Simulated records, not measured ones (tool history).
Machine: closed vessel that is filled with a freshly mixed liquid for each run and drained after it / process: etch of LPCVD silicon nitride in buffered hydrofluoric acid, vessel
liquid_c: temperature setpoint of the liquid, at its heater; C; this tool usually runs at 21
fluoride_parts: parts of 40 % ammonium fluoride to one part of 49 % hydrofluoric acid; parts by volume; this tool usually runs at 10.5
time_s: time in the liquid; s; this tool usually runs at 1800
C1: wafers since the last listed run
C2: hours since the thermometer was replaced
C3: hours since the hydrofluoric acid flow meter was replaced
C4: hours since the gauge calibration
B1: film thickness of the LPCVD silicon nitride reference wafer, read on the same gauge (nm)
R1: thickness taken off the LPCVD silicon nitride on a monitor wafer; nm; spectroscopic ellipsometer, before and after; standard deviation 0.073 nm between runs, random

run 1 hour=0 | liquid_c=21 fluoride_parts=10.5 time_s=1800 | C1=0 C2=1530.7 C3=116.7 C4=175.1 | B1=80.02 | R1=16.98
run 2 hour=145.7 | liquid_c=21 fluoride_parts=10.5 time_s=1800 | C1=3669 C2=1676.4 C3=262.4 C4=320.8 | B1=79.96 | R1=17.18
run 3 hour=213.8 | liquid_c=21 fluoride_parts=10.5 time_s=1800 | C1=1715 C2=1744.5 C3=330.5 C4=388.9 | B1=80 | R1=17.07
run 4 hour=269.8 | liquid_c=21 fluoride_parts=13.5 time_s=1800 | C1=1410 C2=1800.5 C3=386.5 C4=444.9 | B1=80.05 | R1=13.45
run 5 hour=311.2 | liquid_c=21 fluoride_parts=13.5 time_s=1800 | C1=1042 C2=1841.9 C3=427.9 C4=486.3 | B1=79.96 | R1=13.52
run 6 hour=359.2 | liquid_c=21 fluoride_parts=13.5 time_s=1800 | C1=1208 C2=1889.9 C3=475.9 C4=534.3 | B1=79.99 | R1=13.57
-- hour=383.4 hydrofluoric acid flow meter replaced
run 7 hour=398.5 | liquid_c=21 fluoride_parts=9.5 time_s=1800 | C1=964 C2=1929.2 C3=15.1 C4=573.6 | B1=79.99 | R1=18.18
run 8 hour=455.7 | liquid_c=21 fluoride_parts=9.5 time_s=1800 | C1=1440 C2=1986.4 C3=72.3 C4=630.8 | B1=80.01 | R1=18.25
run 9 hour=504.3 | liquid_c=21 fluoride_parts=10.5 time_s=1800 | C1=1223 C2=2035 C3=120.9 C4=679.4 | B1=80.02 | R1=16.87
run 10 hour=572.3 | liquid_c=21 fluoride_parts=10.5 time_s=1800 | C1=1712 C2=2103 C3=188.9 C4=747.4 | B1=79.96 | R1=16.74
run 11 hour=630 | liquid_c=23.5 fluoride_parts=10.5 time_s=2710 | C1=1453 C2=2160.7 C3=246.6 C4=805.1 | B1=79.98 | R1=29.25
-- hour=679.8 thermometer replaced
run 12 hour=786.8 | liquid_c=24 fluoride_parts=12 time_s=845 | C1=3923 C2=107 C3=403.4 C4=961.9 | B1=80 | R1=8.54
run 13 hour=848 | liquid_c=24 fluoride_parts=8.5 time_s=1800 | C1=1541 C2=168.2 C3=464.6 C4=1023.1 | B1=79.98 | R1=24.82
run 14 hour=886.6 | liquid_c=23.5 fluoride_parts=10.5 time_s=1290 | C1=972 C2=206.8 C3=503.2 C4=1061.7 | B1=80.01 | R1=14.55
-- hour=894.8 gauge calibrated
run 15 hour=924.4 | liquid_c=21 fluoride_parts=10.5 time_s=1800 | C1=951 C2=244.6 C3=541 C4=29.6 | B1=79.99 | R1=17.48
-- hour=971.8 hydrofluoric acid flow meter replaced
run 16 hour=1106 | liquid_c=21 fluoride_parts=12.5 time_s=1800 | C1=4548 C2=426.2 C3=134.2 C4=211.2 | B1=80.04 | R1=14.61
run 17 hour=1140.2 | liquid_c=17.5 fluoride_parts=8.5 time_s=1465 | C1=861 C2=460.4 C3=168.4 C4=245.4 | B1=79.97 | R1=13.78
run 18 hour=1181.7 | liquid_c=26 fluoride_parts=13.5 time_s=1800 | C1=1045 C2=501.9 C3=209.9 C4=286.9 | B1=79.95 | R1=17.85
run 19 hour=1236.3 | liquid_c=21 fluoride_parts=10.5 time_s=1800 | C1=1375 C2=556.5 C3=264.5 C4=341.5 | B1=80.03 | R1=17.41
run 20 hour=1298.3 | liquid_c=17 fluoride_parts=10.5 time_s=1800 | C1=1561 C2=618.5 C3=326.5 C4=403.5 | B1=80.01 | R1=13.84
run 21 hour=1331.9 | liquid_c=21 fluoride_parts=8.5 time_s=1800 | C1=846 C2=652.1 C3=360.1 C4=437.1 | B1=80 | R1=20.8

Here are 3 independent what-if runs from the current tool condition. What would each one return?
run A hour=1333.1 | liquid_c=21 fluoride_parts=10.5 time_s=1800 | C1=30 C2=653.3 C3=361.3 C4=438.3 | B1=? | R1=?
run B hour=1333.1 | liquid_c=19.5 fluoride_parts=12.5 time_s=1800 | C1=30 C2=653.3 C3=361.3 C4=438.3 | B1=? | R1=?
run C hour=1333.1 | liquid_c=21 fluoride_parts=13 time_s=1800 | C1=30 C2=653.3 C3=361.3 C4=438.3 | B1=? | R1=?

run=A B1=80.04 R1=17.35
run=B B1=80.04 R1=13.45
run=C B1=80.04 R1=14.08
Stripped of hidden state, with their random variation kept, the same runs would have yielded:
run=A R1=17.37
run=B R1=13.47
run=C R1=14.1
